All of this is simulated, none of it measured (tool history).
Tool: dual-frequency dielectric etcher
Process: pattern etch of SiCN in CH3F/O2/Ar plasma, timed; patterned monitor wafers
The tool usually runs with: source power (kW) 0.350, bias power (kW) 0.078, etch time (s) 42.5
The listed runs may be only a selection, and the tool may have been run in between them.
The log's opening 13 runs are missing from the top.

run,hour,source power (kW),bias power (kW),etch time (s),"read-back reference wafer on the same gauge, depth_nm",mean etch depth across the wafer (Å)
14,379.2,0.300,0.084,53.0,12.92,181.3
15,413.6,0.290,0.085,42.5,12.98,143.1
16,426.3,0.380,0.072,53.5,12.94,195.1
17,447.0,0.350,0.078,42.5,12.93,153.5
18,465.9,0.270,0.059,47.5,12.92,129.0
19,485.4,0.290,0.095,52.0,12.95,183.3
# hour 530.2: wet clean of the chamber
20,530.7,0.350,0.089,38.5,12.89,147.9
21,540.7,0.350,0.078,42.5,12.85,152.4
# hour 543.3: gauge calibrated
22,558.0,0.290,0.085,29.5,13.43,102.9
23,581.5,0.350,0.078,42.5,13.44,159.8
24,598.0,0.370,0.061,31.5,13.41,111.2
25,627.0,0.430,0.061,30.5,13.34,116.2
26,658.0,0.350,0.078,42.5,13.35,160.5
27,716.0,0.400,0.060,53.5,13.34,192.7
28,742.1,0.260,0.066,42.5,13.29,120.2
29,767.4,0.350,0.078,39.0,13.30,145.4
30,850.7,0.350,0.070,54.5,13.25,193.8
31,871.7,0.380,0.096,50.0,13.28,213.6

Alternative continuations, all from the tool just after run 31; predict every row:
A,872.1,0.350,0.078,42.5,?,?
B,872.1,0.430,0.097,38.5,?,?
C,872.1,0.350,0.062,42.5,?,?

run,"read-back reference wafer on the same gauge, depth_nm",mean etch depth across the wafer (Å)
A,13.26,155.9
B,13.26,174.2
C,13.26,141.3
The same runs, with their run-to-run variation unchanged, on a tool lacking any hidden condition would have given:
run,mean etch depth across the wafer (Å)
A,157.7
B,176.1
C,142.8

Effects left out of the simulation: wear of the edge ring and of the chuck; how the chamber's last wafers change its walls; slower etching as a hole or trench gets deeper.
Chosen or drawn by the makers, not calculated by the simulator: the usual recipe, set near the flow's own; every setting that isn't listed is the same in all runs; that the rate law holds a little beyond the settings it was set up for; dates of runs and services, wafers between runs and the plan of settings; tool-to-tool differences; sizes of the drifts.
